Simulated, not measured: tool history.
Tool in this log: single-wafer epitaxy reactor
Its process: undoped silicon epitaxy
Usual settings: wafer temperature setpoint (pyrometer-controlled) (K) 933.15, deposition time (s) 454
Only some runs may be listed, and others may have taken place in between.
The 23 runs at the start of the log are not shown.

| run | hour | wafer temperature setpoint (pyrometer-controlled) (K) | deposition time (s) | wafers since the last listed run | hours since the last pyrometer calibration | hours since the gauge calibration | read-back reference wafer on the same gauge, thickness_nm | mean film thickness on the monitor wafer (Å) |
|---|---|---|---|---|---|---|---|---|
| 24 | 1383.0 | 922.15 | 454 | 192 | 2536.1 | 492.2 | 96.093 | 724.94 |
| 25 | 1418.4 | 928.15 | 396 | 112 | 2571.5 | 527.6 | 96.087 | 738.74 |
| 26 | 1454.1 | 920.15 | 536 | 113 | 2607.2 | 563.3 | 96.084 | 818.65 |
| 27 | 1494.9 | 933.15 | 372 | 129 | 2648.0 | 604.1 | 95.947 | 782.06 |
|  | 1541.4 | pyrometer calibrated |
| 28 | 1556.7 | 940.15 | 454 | 170 | 15.3 | 665.9 | 96.026 | 1125.15 |
| 29 | 1614.8 | 921.15 | 530 | 184 | 73.4 | 724.0 | 95.931 | 825.37 |
| 30 | 1664.9 | 933.15 | 454 | 159 | 123.5 | 774.1 | 95.953 | 952.03 |
| 31 | 1726.4 | 946.15 | 412 | 195 | 185.0 | 835.6 | 95.885 | 1181.97 |
| 32 | 1774.3 | 933.15 | 409 | 152 | 232.9 | 883.5 | 95.887 | 860.70 |
| 33 | 1838.5 | 933.15 | 454 | 203 | 297.1 | 947.7 | 95.843 | 954.81 |
| 34 | 1956.9 | 933.15 | 520 | 375 | 415.5 | 1066.1 | 95.711 | 1082.28 |
| 35 | 2027.6 | 928.15 | 382 | 224 | 486.2 | 1136.8 | 95.645 | 704.56 |
| 36 | 2076.7 | 933.15 | 454 | 155 | 535.3 | 1185.9 | 95.677 | 949.29 |
| 37 | 2113.9 | 944.15 | 507 | 118 | 572.5 | 1223.1 | 95.733 | 1382.09 |
| 38 | 2151.8 | 939.15 | 403 | 120 | 610.4 | 1261.0 | 95.604 | 972.25 |
| 39 | 2308.3 | 921.15 | 490 | 496 | 766.9 | 1417.5 | 95.586 | 761.03 |
| 40 | 2345.0 | 925.15 | 370 | 116 | 803.6 | 1454.2 | 95.405 | 636.67 |
| 41 | 2408.4 | 941.15 | 454 | 201 | 867.0 | 1517.6 | 95.408 | 1146.10 |
| 42 | 2461.4 | 940.15 | 372 | 168 | 920.0 | 1570.6 | 95.338 | 917.14 |
| 43 | 2528.0 | 933.15 | 454 | 211 | 986.6 | 1637.2 | 95.268 | 945.31 |
| 44 | 2562.8 | 925.15 | 454 | 110 | 1021.4 | 1672.0 | 95.342 | 777.13 |
| 45 | 2596.4 | 925.15 | 508 | 106 | 1055.0 | 1705.6 | 95.250 | 868.79 |
| 46 | 2624.7 | 928.15 | 382 | 89 | 1083.3 | 1733.9 | 95.243 | 705.35 |
| 47 | 2815.9 | 948.15 | 454 | 607 | 1274.5 | 1925.1 | 95.089 | 1352.64 |

Alternative continuations, all from the tool just after run 47; predict every row:
| A | 2816.4 | 933.15 | 501 | 1 | 1275.0 | 1925.6 | ? | ? |
| B | 2816.4 | 940.15 | 513 | 1 | 1275.0 | 1925.6 | ? | ? |
| C | 2816.4 | 919.15 | 423 | 1 | 1275.0 | 1925.6 | ? | ? |

| run | read-back reference wafer on the same gauge, thickness_nm | mean film thickness on the monitor wafer (Å) |
|---|---|---|
| A | 95.249 | 1041.68 |
| B | 95.249 | 1262.66 |
| C | 95.249 | 622.10 |
Had the tool no hidden state, the same runs would have come out as:
| run | mean film thickness on the monitor wafer (Å) |
|---|---|
| A | 1058.90 |
| B | 1283.54 |
| C | 632.39 |

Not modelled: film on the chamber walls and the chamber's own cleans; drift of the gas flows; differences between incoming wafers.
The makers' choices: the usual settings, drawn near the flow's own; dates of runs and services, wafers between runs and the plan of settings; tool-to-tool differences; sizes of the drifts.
